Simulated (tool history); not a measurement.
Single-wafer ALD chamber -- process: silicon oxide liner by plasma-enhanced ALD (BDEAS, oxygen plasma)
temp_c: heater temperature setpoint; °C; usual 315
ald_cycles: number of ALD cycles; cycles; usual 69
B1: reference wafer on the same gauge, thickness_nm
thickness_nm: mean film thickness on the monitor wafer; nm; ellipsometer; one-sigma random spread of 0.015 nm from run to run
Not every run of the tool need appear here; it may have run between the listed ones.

Run 1, hour 0.0: usual settings; B1 5.152. Result: thickness_nm 6.137 nm.
Run 2, hour 16.3: usual settings but temp_c 325 °C; B1 5.146. Result: thickness_nm 6.067 nm.
Run 3, hour 27.6: usual settings but temp_c 325 °C; B1 5.145. Result: thickness_nm 6.072 nm.
Run 4, hour 43.0: usual settings but temp_c 325 °C; B1 5.145. Result: thickness_nm 6.033 nm.
Run 5, hour 59.5: usual settings; B1 5.140. Result: thickness_nm 6.140 nm.
Run 6, hour 75.5: usual settings; B1 5.141. Result: thickness_nm 6.119 nm.
Run 7, hour 90.8: usual settings; B1 5.141. Result: thickness_nm 6.122 nm.
Run 8, hour 108.3: usual settings; B1 5.142. Result: thickness_nm 6.127 nm.
Run 9, hour 121.5: usual settings; B1 5.142. Result: thickness_nm 6.169 nm.
Run 10, hour 138.1: usual settings; B1 5.139. Result: thickness_nm 6.114 nm.
Run 11, hour 185.5: usual settings; B1 5.136. Result: thickness_nm 6.097 nm.
Run 12, hour 192.0: usual settings; B1 5.138. Result: thickness_nm 6.106 nm.
Run 13, hour 199.5: usual settings but temp_c 311 °C, ald_cycles 58 cycles; B1 5.138. Result: thickness_nm 5.176 nm.
Run 14, hour 213.0: usual settings but temp_c 311 °C, ald_cycles 58 cycles; B1 5.136. Result: thickness_nm 5.176 nm.
Run 15, hour 226.2: usual settings; B1 5.135. Result: thickness_nm 6.121 nm.
Run 16, hour 241.0: usual settings; B1 5.131. Result: thickness_nm 6.110 nm.
Run 17, hour 247.2: usual settings but temp_c 324 °C; B1 5.132. Result: thickness_nm 6.050 nm.
Run 18, hour 256.7: usual settings but temp_c 324 °C; B1 5.132. Result: thickness_nm 6.049 nm.
Run 19, hour 280.2: usual settings but temp_c 311 °C; B1 5.132. Result: thickness_nm 6.143 nm.
Run 20, hour 296.5: usual settings but temp_c 311 °C; B1 5.134. Result: thickness_nm 6.152 nm.
Run 21, hour 313.4: usual settings; B1 5.134. Result: thickness_nm 6.137 nm.
Run 22, hour 323.6: usual settings; B1 5.135. Result: thickness_nm 6.136 nm.
Run 23, hour 340.9: usual settings; B1 5.128. Result: thickness_nm 6.107 nm.
Run 24, hour 352.5: usual settings but temp_c 323 °C, ald_cycles 74 cycles; B1 5.131. Result: thickness_nm 6.504 nm.
Run 25, hour 365.7: usual settings; B1 5.132. Result: thickness_nm 6.095 nm.
At hour 378.7: thermocouple changed; heater temperature recalibrated.
Run 26, hour 379.7: usual settings but temp_c 320 °C; B1 5.134. Result: thickness_nm 6.078 nm.
Run 27, hour 392.5: usual settings; B1 5.130. Result: thickness_nm 6.124 nm.
Run 28, hour 408.4: usual settings but temp_c 321 °C, ald_cycles 73 cycles; B1 5.130. Result: thickness_nm 6.417 nm.
Run 29, hour 426.4: usual settings but temp_c 307 °C, ald_cycles 73 cycles; B1 5.132. Result: thickness_nm 6.534 nm.
Run 30, hour 440.4: usual settings but temp_c 322 °C, ald_cycles 58 cycles; B1 5.129. Result: thickness_nm 5.108 nm.
Run 31, hour 447.1: usual settings; B1 5.131. Result: thickness_nm 6.116 nm.
Run 32, hour 454.3: usual settings but temp_c 329 °C, ald_cycles 78 cycles; B1 5.134. Result: thickness_nm 6.780 nm.
Run 33, hour 467.5: usual settings; B1 5.132. Result: thickness_nm 6.080 nm.
Run 34, hour 477.2: usual settings but ald_cycles 77 cycles; B1 5.128. Result: thickness_nm 6.854 nm.
Run 35, hour 483.3: usual settings but temp_c 322 °C; B1 5.130. Result: thickness_nm 6.088 nm.
At hour 494.4: gauge calibrated.
Run 36, hour 496.7: usual settings but temp_c 323 °C, ald_cycles 56 cycles; B1 5.189. Result: thickness_nm 4.975 nm.
Run 37, hour 510.4: usual settings; B1 5.186. Result: thickness_nm 6.172 nm.
Run 38, hour 519.0: usual settings but temp_c 305 °C; B1 5.183. Result: thickness_nm 6.257 nm.
Run 39, hour 533.4: usual settings but temp_c 323 °C, ald_cycles 55 cycles; B1 5.175. Result: thickness_nm 4.878 nm.
Run 40, hour 541.7: usual settings but ald_cycles 80 cycles; B1 5.177. Result: thickness_nm 7.158 nm.
Run 41, hour 553.1: usual settings but temp_c 324 °C, ald_cycles 79 cycles; B1 5.175. Result: thickness_nm 6.999 nm.
Run 42, hour 569.8: usual settings but temp_c 309 °C, ald_cycles 55 cycles; B1 5.170. Result: thickness_nm 4.975 nm.
Run 43, hour 581.8: usual settings; B1 5.170. Result: thickness_nm 6.159 nm.
Run 44, hour 595.9: usual settings but temp_c 307 °C, ald_cycles 57 cycles; B1 5.168. Result: thickness_nm 5.151 nm.
Run 45, hour 608.1: usual settings but temp_c 324 °C, ald_cycles 65 cycles; B1 5.164. Result: thickness_nm 5.751 nm.
Run 46, hour 624.3: usual settings; B1 5.162. Result: thickness_nm 6.172 nm.

For each run, what was the tool's unlogged condition?
wafer temperature above the value expected at the setpoint (K): 0 on each run
H1: gauge reads high (%)
run       H1
  1   -0.576
  2   -0.609
  3    -0.63
  4   -0.658
  5   -0.685
  6   -0.709
  7   -0.731
  8   -0.753
  9   -0.769
 10   -0.788
 11   -0.833
 12   -0.839
 13   -0.845
 14   -0.855
 15   -0.865
 16   -0.875
 17   -0.879
 18   -0.885
 19   -0.898
 20   -0.907
 21   -0.915
 22   -0.919
 23   -0.926
 24   -0.931
 25   -0.936
 26    -0.94
 27   -0.944
 28   -0.949
 29   -0.954
 30   -0.958
 31   -0.959
 32   -0.961
 33   -0.964
 34   -0.966
 35   -0.967
 36    0.153
 37    0.082
 38     0.04
 39  -0.0266
 40  -0.0628
 41    -0.11
 42   -0.175
 43   -0.219
 44   -0.267
 45   -0.306
 46   -0.354
